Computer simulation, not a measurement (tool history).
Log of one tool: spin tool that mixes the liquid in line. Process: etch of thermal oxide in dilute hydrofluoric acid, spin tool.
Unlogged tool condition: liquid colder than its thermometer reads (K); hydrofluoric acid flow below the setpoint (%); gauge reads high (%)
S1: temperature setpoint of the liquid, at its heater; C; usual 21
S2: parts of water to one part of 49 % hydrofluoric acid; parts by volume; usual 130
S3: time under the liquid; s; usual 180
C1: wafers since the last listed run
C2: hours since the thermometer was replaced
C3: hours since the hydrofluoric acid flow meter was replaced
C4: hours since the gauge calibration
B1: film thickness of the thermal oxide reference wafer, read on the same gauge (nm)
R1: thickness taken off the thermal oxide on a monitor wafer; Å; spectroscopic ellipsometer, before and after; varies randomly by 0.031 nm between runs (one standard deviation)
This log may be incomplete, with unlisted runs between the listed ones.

run	day	S1	S2	S3	C1	C2	C3	C4	B1	R1
1	0	21	130	180	0	1249.4	1022.6	216.6	50	52.3
2	0.517	21	130	180	118	1261.8	1035	229	49.97	52.7
3	0.85	21	130	145	76	1269.8	1043	237	49.98	42.5
4	1.571	21	130	180	165	1287.1	1060.3	254.3	49.96	52.4
5	1.829	21	130	180	59	1293.3	1066.5	260.5	49.97	52
6	2.45	23	130	180	142	1308.2	1081.4	275.4	50.04	56.8
7	3.021	21	130	180	130	1321.9	1095.1	289.1	50.01	52.4
# day 3.508: thermometer replaced
8	3.638	19	155	180	131	3.1	1109.9	303.9	50.03	39.4
9	3.917	19	155	180	64	9.8	1116.6	310.6	50.02	39.5
10	4.488	21	130	180	130	23.5	1130.3	324.3	50.01	52.6
11	4.754	21	130	180	61	29.9	1136.7	330.7	50.03	52.1
12	5.158	21	130	180	92	39.6	1146.4	340.4	49.99	51.9
13	5.75	21	130	250	135	53.8	1160.6	354.6	50.02	72.5
14	6.071	21	130	215	73	61.5	1168.3	362.3	50.04	61.8
15	6.738	23	185	215	152	77.5	1184.3	378.3	50	44.4
# day 6.792: gauge calibrated
16	7.375	21	180	75	146	92.8	1199.6	14	49.99	14.6

Run 17 has not been measured yet. What should we expect?
17	7.829	21	180	140	104	103.7	1210.5	24.9	?	?

B1: 50.03
R1: 27.6 Å
With no hidden state in the tool, this same run would have given R1 30.8 Å.
